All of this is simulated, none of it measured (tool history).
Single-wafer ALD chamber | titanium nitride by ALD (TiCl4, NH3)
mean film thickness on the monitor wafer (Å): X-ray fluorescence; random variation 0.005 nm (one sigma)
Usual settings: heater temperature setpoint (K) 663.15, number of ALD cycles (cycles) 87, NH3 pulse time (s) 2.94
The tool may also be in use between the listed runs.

run,hour,heater temperature setpoint (K),number of ALD cycles (cycles),NH3 pulse time (s),wafers since the last listed run,hours since the last thermocouple change,hours since the showerhead was replaced,hours since the gauge calibration,"read-back reference wafer on the same gauge, thickness_nm",mean film thickness on the monitor wafer (Å)
1,0,663.15,87,3.39,0,1030.5,5074.3,155,1.89,20.44
2,32.9,663.15,75,3.73,56,1063.4,5107.2,187.9,1.891,17.63
3,51.8,663.15,75,3.73,32,1082.3,5126.1,206.8,1.894,17.6
4,65.8,663.15,87,2.94,23,1096.3,5140.1,220.8,1.894,20.37
5,88.3,663.15,87,2.94,38,1118.8,5162.6,243.3,1.894,20.39
6,113.5,663.15,73,2.94,42,1144,5187.8,268.5,1.898,17.09
7,132.4,663.15,87,2.94,32,1162.9,5206.7,287.4,1.898,20.38
8,146.8,663.15,87,2.94,24,1177.3,5221.1,301.8,1.897,20.33
9,187.4,663.15,87,2.94,69,1217.9,5261.7,342.4,1.901,20.37
10,219.6,663.15,87,2.94,54,1250.1,5293.9,374.6,1.899,20.35
11,327.1,663.15,87,2.94,183,1357.6,5401.4,482.1,1.902,20.47
12,348.2,663.15,87,2.94,35,1378.7,5422.5,503.2,1.904,20.43
# hour 411.3: thermocouple changed; heater temperature recalibrated
13,441.5,663.15,87,2.94,145,30.2,5515.8,596.5,1.907,20.48
14,472.3,674.15,77,1.91,52,61,5546.6,627.3,1.906,18.01
# hour 488.5: gauge calibrated
15,502.8,663.15,76,2.54,52,91.5,5577.1,14.3,1.87,17.41
16,523.8,652.15,87,2.94,35,112.5,5598.1,35.3,1.873,20.04
# hour 537.6: showerhead replaced
17,553.3,663.15,87,2.94,36,142,15.7,64.8,1.877,20.17
18,586.6,663.15,87,3.38,56,175.3,49,98.1,1.881,20.22
19,615.6,663.15,95,3.88,49,204.3,78,127.1,1.883,22.27
20,633.5,663.15,87,2.94,30,222.2,95.9,145,1.886,20.24
21,648.9,663.15,73,3.69,26,237.6,111.3,160.4,1.886,17.14
22,673.1,658.15,82,2.94,41,261.8,135.5,184.6,1.888,19.09
23,687.8,669.15,87,2.94,25,276.5,150.2,199.3,1.891,20.4
24,706.1,670.15,94,3.6,31,294.8,168.5,217.6,1.89,22.17
25,726.7,657.15,87,1.96,35,315.4,189.1,238.2,1.891,19.97

Forecast run 26:
26,741.3,676.15,87,3.79,24,330,203.7,252.8,?,?

read-back reference wafer on the same gauge, thickness_nm: 1.891
mean film thickness on the monitor wafer (Å): 20.64
Without the tool's hidden state the same run would have given mean film thickness on the monitor wafer (Å) 20.4.
